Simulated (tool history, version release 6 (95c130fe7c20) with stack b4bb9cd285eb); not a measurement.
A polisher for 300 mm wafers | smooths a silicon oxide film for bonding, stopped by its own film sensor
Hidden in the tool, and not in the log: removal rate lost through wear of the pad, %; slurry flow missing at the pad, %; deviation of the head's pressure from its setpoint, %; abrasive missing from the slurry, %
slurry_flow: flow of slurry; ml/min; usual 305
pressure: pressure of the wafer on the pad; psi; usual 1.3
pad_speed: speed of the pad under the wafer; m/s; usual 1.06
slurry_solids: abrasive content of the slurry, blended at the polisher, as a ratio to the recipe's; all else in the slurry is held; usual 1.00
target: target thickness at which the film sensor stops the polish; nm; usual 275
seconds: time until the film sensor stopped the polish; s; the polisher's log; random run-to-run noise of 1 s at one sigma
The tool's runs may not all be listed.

| run | day | slurry_flow | pressure | pad_speed | slurry_solids | target | wafers since the last listed run | wafers polished on this pad | hours since the slurry nozzle was cleaned | hours since the head pressure was calibrated | hours since the slurry blender was calibrated | incoming thickness of the incoming film, nm | seconds |
|---|---|---|---|---|---|---|---|---|---|---|---|---|---|
| 1 | 0.000 | 305 | 1.6 | 1.06 | 1.00 | 275 | 0 | 34 | 376.6 | 686.1 | 2.8 | 321.1 | 86.5 |
| 2 | 0.583 | 305 | 1.6 | 1.06 | 1.00 | 275 | 91 | 125 | 390.6 | 700.1 | 16.8 | 318.7 | 80.4 |
| 3 | 2.479 | 305 | 1.3 | 1.06 | 1.00 | 265 | 296 | 422 | 436.1 | 745.6 | 62.3 | 321.0 | 130.9 |
| 4 | 2.833 | 305 | 1.3 | 1.06 | 1.00 | 275 | 55 | 478 | 444.6 | 754.1 | 70.8 | 317.9 | 101.7 |
| 5 | 3.092 | 305 | 1.3 | 1.06 | 1.00 | 275 | 40 | 518 | 450.8 | 760.3 | 77.0 | 320.8 | 108.8 |
|  | 3.346 | worn pad replaced by a new one, of another model than before |
|  | 3.396 | slurry nozzle cleaned |
| 6 | 3.583 | 305 | 1.3 | 1.06 | 1.00 | 275 | 44 | 30 | 4.5 | 772.1 | 88.8 | 322.8 | 110.1 |
|  | 4.033 | head pressure recalibrated |
| 7 | 4.104 | 340 | 1.3 | 1.06 | 0.90 | 275 | 68 | 98 | 17.0 | 1.7 | 101.3 | 323.7 | 104.1 |
| 8 | 4.508 | 305 | 1.5 | 1.06 | 1.00 | 275 | 63 | 162 | 26.7 | 11.4 | 111.0 | 323.4 | 87.6 |
| 9 | 5.092 | 305 | 1.5 | 1.06 | 1.00 | 275 | 91 | 253 | 40.7 | 25.4 | 125.0 | 317.1 | 76.1 |
| 10 | 5.638 | 305 | 1.3 | 1.06 | 1.00 | 265 | 85 | 338 | 53.8 | 38.5 | 138.1 | 319.4 | 111.0 |
| 11 | 6.075 | 305 | 1.3 | 1.06 | 1.00 | 275 | 68 | 407 | 64.3 | 49.0 | 148.6 | 324.5 | 99.5 |
| 12 | 6.542 | 390 | 0.9 | 0.96 | 1.00 | 269 | 73 | 480 | 75.5 | 60.2 | 159.8 | 321.6 | 151.7 |
|  | 6.862 | worn pad replaced by a new one |
| 13 | 6.888 | 305 | 1.3 | 1.30 | 1.00 | 275 | 28 | 4 | 83.8 | 68.5 | 168.1 | 319.0 | 72.3 |
| 14 | 7.533 | 305 | 1.3 | 0.76 | 0.75 | 275 | 101 | 105 | 99.3 | 84.0 | 183.6 | 321.4 | 151.8 |
|  | 7.662 | slurry blender recalibrated |
| 15 | 7.808 | 255 | 1.3 | 1.06 | 1.00 | 275 | 29 | 135 | 105.9 | 90.6 | 3.5 | 316.6 | 85.3 |
| 16 | 8.112 | 305 | 1.3 | 0.90 | 1.00 | 275 | 47 | 182 | 113.2 | 97.9 | 10.8 | 326.2 | 120.3 |
| 17 | 8.379 | 305 | 1.3 | 1.06 | 1.00 | 263 | 41 | 224 | 119.6 | 104.3 | 17.2 | 315.7 | 107.6 |
| 18 | 9.046 | 205 | 1.1 | 1.06 | 0.75 | 263 | 104 | 328 | 135.6 | 120.3 | 33.2 | 325.4 | 169.6 |
| 19 | 9.767 | 230 | 1.0 | 1.06 | 0.75 | 284 | 112 | 441 | 152.9 | 137.6 | 50.5 | 318.2 | 99.2 |

Consider 5 possible next runs. They are alternatives, not a sequence: every one starts from the tool as it was left by run 19. What does each give?
| A | 9.783 | 305 | 1.3 | 1.06 | 1.00 | 260 | 2 | 444 | 153.3 | 138.0 | 50.9 | 314.3 | ? |
| B | 9.783 | 215 | 1.3 | 1.06 | 1.00 | 275 | 2 | 444 | 153.3 | 138.0 | 50.9 | 314.3 | ? |
| C | 9.783 | 395 | 1.3 | 1.06 | 1.00 | 275 | 2 | 444 | 153.3 | 138.0 | 50.9 | 314.3 | ? |
| D | 9.783 | 205 | 1.1 | 1.06 | 1.00 | 285 | 2 | 444 | 153.3 | 138.0 | 50.9 | 314.3 | ? |
| E | 9.783 | 390 | 1.3 | 1.06 | 1.00 | 266 | 2 | 444 | 153.3 | 138.0 | 50.9 | 314.3 | ? |

| run | seconds |
|---|---|
| A | 110.6 |
| B | 81.4 |
| C | 79.0 |
| D | 69.2 |
| E | 97.2 |
Without the tool's hidden state the same runs would have given:
| run | seconds |
|---|---|
| A | 110.5 |
| B | 81.4 |
| C | 79.0 |
| D | 69.2 |
| E | 97.2 |
